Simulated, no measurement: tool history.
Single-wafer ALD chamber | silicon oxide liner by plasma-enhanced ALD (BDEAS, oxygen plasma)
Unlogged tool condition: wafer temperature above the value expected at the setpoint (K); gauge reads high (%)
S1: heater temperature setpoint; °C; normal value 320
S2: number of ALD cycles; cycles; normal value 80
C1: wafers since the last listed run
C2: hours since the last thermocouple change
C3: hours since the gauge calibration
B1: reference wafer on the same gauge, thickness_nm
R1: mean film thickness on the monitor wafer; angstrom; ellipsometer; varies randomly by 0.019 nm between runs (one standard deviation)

run     day   S1  S2  C1      C2     C3     B1     R1
  1   0.000  330  80   0   981.9   86.6  8.981  73.53
  2   0.467  320  90  29   993.1   97.8  8.980  84.11
  3   0.738  320  90  16   999.6  104.3  8.981  84.21
  4   2.300  320  90  97  1037.1  141.8  8.981  84.47
  5   2.621  320  80  20  1044.8  149.5  8.983  75.05
  6   3.321  320  80  43  1061.6  166.3  8.986  74.88
  7   3.888  325  80  35  1075.2  179.9  8.981  74.20
  8   4.212  325  80  20  1083.0  187.7  8.981  74.12
  9   4.542  320  89  20  1090.9  195.6  8.980  83.52
 10   4.908  320  80  22  1099.7  204.4  8.985  74.79
 11   5.162  320  80  15  1105.8  210.5  8.978  74.82
 12   5.867  326  80  44  1122.7  227.4  8.979  74.24
 13   6.183  326  80  19  1130.3  235.0  8.977  74.07
 14   6.738  326  80  34  1143.6  248.3  8.980  74.13
 15   7.117  328  80  23  1152.7  257.4  8.981  73.78
 16   7.779  328  80  41  1168.6  273.3  8.981  73.64
 17   8.517  320  80  46  1186.3  291.0  8.976  74.67
 18   9.229  316  68  44  1203.4  308.1  8.979  63.99
 19   9.688  320  80  28  1214.4  319.1  8.985  74.90
     10.021  -- gauge calibrated
 20  10.075  325  65  24  1223.7    1.3  8.980  60.08
 21  10.496  330  74  26  1233.8   11.4  8.982  67.94
 22  10.983  320  80  30  1245.5   23.1  8.976  74.84
     11.896  -- thermocouple changed; heater temperature recalibrated
 23  11.917  320  80  37     0.5   45.5  8.980  74.99
 24  12.179  314  67  16     6.8   51.8  8.976  63.13
 25  12.862  320  80  42    23.2   68.2  8.984  75.08
 26  13.512  331  87  40    38.8   83.8  8.978  80.13
 27  14.208  320  80  43    55.5  100.5  8.981  74.92
 28  14.792  328  80  36    69.5  114.5  8.980  74.06
 29  15.392  320  70  37    83.9  128.9  8.980  65.61
 30  16.038  312  73  40    99.4  144.4  8.982  69.09
 31  16.583  328  75  34   112.5  157.5  8.982  69.16
 32  17.071  330  95  30   124.2  169.2  8.980  87.65
 33  18.496  320  73  89   158.4  203.4  8.979  68.07
 34  18.796  316  66  18   165.6  210.6  8.984  62.01
 35  19.538  320  92  46   183.4  228.4  8.980  86.31

Each row is a separate what-if for the run after 35, all from the same tool condition, not one after another. Results?
  A  19.558  320  80   1  183.9  228.9   ?   ?
  B  19.558  315  87   1  183.9  228.9   ?   ?
  C  19.558  306  84   1  183.9  228.9   ?   ?
  D  19.558  320  64   1  183.9  228.9   ?   ?
  E  19.558  314  64   1  183.9  228.9   ?   ?

run     B1     R1
  A  8.978  74.75
  B  8.978  81.89
  C  8.978  80.10
  D  8.978  59.80
  E  8.978  60.33
The same runs, with their run-to-run variation unchanged, on a tool lacking any hidden condition would have given:
run     R1
  A  74.75
  B  81.89
  C  80.10
  D  59.80
  E  60.33
